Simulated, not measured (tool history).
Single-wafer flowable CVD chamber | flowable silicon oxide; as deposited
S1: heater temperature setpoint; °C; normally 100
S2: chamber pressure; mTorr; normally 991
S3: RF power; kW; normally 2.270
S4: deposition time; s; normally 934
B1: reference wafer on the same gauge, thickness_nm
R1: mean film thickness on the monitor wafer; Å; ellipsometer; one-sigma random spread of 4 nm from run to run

run	hour	S1	S2	S3	S4	B1	R1
1	0.0	100	991	2.270	934	678.888	7633.77
2	46.3	100	991	2.270	934	677.454	7695.27
3	99.7	100	991	2.270	934	679.188	7663.46
4	170.5	100	991	2.270	934	678.146	7695.68
5	216.3	100	991	2.270	934	679.395	7728.80
6	244.8	100	991	2.270	934	679.285	7751.08
7	322.1	100	991	2.270	934	678.901	7717.94
8	355.9	100	991	2.270	934	679.748	7699.47
9	416.7	100	991	2.270	934	680.120	7604.87
10	457.7	100	991	1.995	934	679.941	7507.67
11	518.1	100	991	1.995	934	679.895	7556.20
# hour 546.6: thermocouple changed; heater temperature recalibrated
12	585.6	100	991	1.995	934	681.255	7582.55
13	617.3	114	991	2.680	934	679.603	4759.16
14	650.4	100	913	2.715	851	677.287	6604.57
# hour 692.2: gauge calibrated
15	706.1	100	991	2.270	934	680.544	7773.84
16	738.3	100	1066	2.270	802	678.819	7063.85
# hour 762.0: showerhead replaced, of another model than before
17	807.7	100	771	1.875	934	679.176	6336.78
# hour 847.2: RF generator calibrated
# hour 863.7: capacitance manometer re-zeroed and calibrated
18	864.2	100	991	2.270	934	678.795	7130.20
19	890.5	100	810	2.145	862	679.069	5836.74
20	916.2	100	778	2.270	882	679.275	5840.35
21	958.5	100	991	2.015	875	678.902	6621.11
22	1027.4	100	991	2.460	934	678.158	7355.22
23	1080.1	93	991	2.270	934	677.974	9377.95
24	1107.8	90	991	1.940	1093	680.745	12063.72

Here are 5 independent what-if runs from the current tool condition. What would each one return?
A	1108.5	89	991	2.270	934	?	?
B	1108.5	100	991	2.425	1108	?	?
C	1108.5	100	779	2.270	751	?	?
D	1108.5	100	991	2.450	934	?	?
E	1108.5	86	907	2.435	934	?	?

run	B1	R1
A	679.827	10703.73
B	679.827	8611.98
C	679.827	5017.56
D	679.827	7267.93
E	679.827	11270.83
Without the tool's unlogged condition, the same runs would have read:
run	R1
A	10533.66
B	8475.15
C	4937.84
D	7152.45
E	11091.75
